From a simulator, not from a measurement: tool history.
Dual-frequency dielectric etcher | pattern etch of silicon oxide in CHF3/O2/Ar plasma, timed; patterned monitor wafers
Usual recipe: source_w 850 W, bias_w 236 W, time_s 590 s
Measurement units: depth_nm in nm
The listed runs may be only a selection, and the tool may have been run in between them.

| run | hour | source_w | bias_w | time_s | wafers since the last listed run | hours since the last wet clean | hours since the last source power generator calibration | hours since the last bias power generator calibration | hours since the last upper electrode change | hours since the gauge calibration | read-back reference wafer on the same gauge, depth_nm | depth_nm |
|---|---|---|---|---|---|---|---|---|---|---|---|---|
| 1 | 0 | 850 | 236 | 590 | 0 | 315.5 | 1900.5 | 1301.2 | 5044.9 | 285.8 | 1572.3 | 1516.8 |
| 2 | 33 | 850 | 236 | 590 | 131 | 348.5 | 1933.5 | 1334.2 | 5077.9 | 318.8 | 1573.6 | 1522 |
| 3 | 54.3 | 850 | 236 | 590 | 85 | 369.8 | 1954.8 | 1355.5 | 5099.2 | 340.1 | 1576.3 | 1524.3 |
| 4 | 83.2 | 850 | 236 | 590 | 115 | 398.7 | 1983.7 | 1384.4 | 5128.1 | 369 | 1580.5 | 1528.9 |
| 5 | 107.7 | 850 | 236 | 590 | 97 | 423.2 | 2008.2 | 1408.9 | 5152.6 | 393.5 | 1581.4 | 1523.4 |
|  | 150.7 | source power generator calibrated |
|  | 155.8 | gauge calibrated |
| 6 | 156.4 | 850 | 236 | 590 | 178 | 471.9 | 5.7 | 1457.6 | 5201.3 | 0.6 | 1556.5 | 1511.1 |
| 7 | 173.2 | 850 | 236 | 590 | 67 | 488.7 | 22.5 | 1474.4 | 5218.1 | 17.4 | 1557.6 | 1505.5 |
|  | 205.3 | wet clean of the chamber |
|  | 205.5 | upper electrode replaced |
| 8 | 205.8 | 850 | 192 | 590 | 33 | 0.5 | 55.1 | 1507 | 0.3 | 50 | 1557.7 | 1389.9 |
| 9 | 223.9 | 850 | 284 | 739.5 | 72 | 18.6 | 73.2 | 1525.1 | 18.4 | 68.1 | 1556.4 | 2055.1 |
| 10 | 236 | 850 | 236 | 454.5 | 48 | 30.7 | 85.3 | 1537.2 | 30.5 | 80.2 | 1556.9 | 1154.4 |
|  | 282.6 | bias power generator calibrated |
| 11 | 303.5 | 940 | 236 | 590 | 253 | 98.2 | 152.8 | 20.9 | 98 | 147.7 | 1559.4 | 1575.5 |
| 12 | 327.6 | 850 | 236 | 590 | 96 | 122.3 | 176.9 | 45 | 122.1 | 171.8 | 1560.4 | 1511.9 |
| 13 | 363.1 | 850 | 236 | 466 | 141 | 157.8 | 212.4 | 80.5 | 157.6 | 207.3 | 1561.5 | 1197.6 |
| 14 | 390.4 | 850 | 236 | 669 | 108 | 185.1 | 239.7 | 107.8 | 184.9 | 234.6 | 1565.1 | 1716.3 |
| 15 | 406.7 | 850 | 236 | 590 | 65 | 201.4 | 256 | 124.1 | 201.2 | 250.9 | 1565.8 | 1518.3 |
| 16 | 429.5 | 950 | 271 | 761.5 | 91 | 224.2 | 278.8 | 146.9 | 224 | 273.7 | 1564.3 | 2181.6 |

Predict each of these 5 candidate next runs independently; none follows another, all start after run 16:
| A | 430.1 | 850 | 236 | 590 | 2 | 224.8 | 279.4 | 147.5 | 224.6 | 274.3 | ? | ? |
| B | 430.1 | 950 | 267 | 686 | 2 | 224.8 | 279.4 | 147.5 | 224.6 | 274.3 | ? | ? |
| C | 430.1 | 850 | 272 | 534.5 | 2 | 224.8 | 279.4 | 147.5 | 224.6 | 274.3 | ? | ? |
| D | 430.1 | 720 | 282 | 590 | 2 | 224.8 | 279.4 | 147.5 | 224.6 | 274.3 | ? | ? |
| E | 430.1 | 680 | 178 | 590 | 2 | 224.8 | 279.4 | 147.5 | 224.6 | 274.3 | ? | ? |

| run | read-back reference wafer on the same gauge, depth_nm | depth_nm |
|---|---|---|
| A | 1566.3 | 1518.6 |
| B | 1566.3 | 1959.9 |
| C | 1566.3 | 1461.3 |
| D | 1566.3 | 1512.2 |
| E | 1566.3 | 1204.2 |
The same runs, with their run-to-run variation unchanged, on a tool lacking any hidden condition would have given:
| run | depth_nm |
|---|---|
| A | 1513.1 |
| B | 1952.8 |
| C | 1455.9 |
| D | 1506.7 |
| E | 1199.8 |
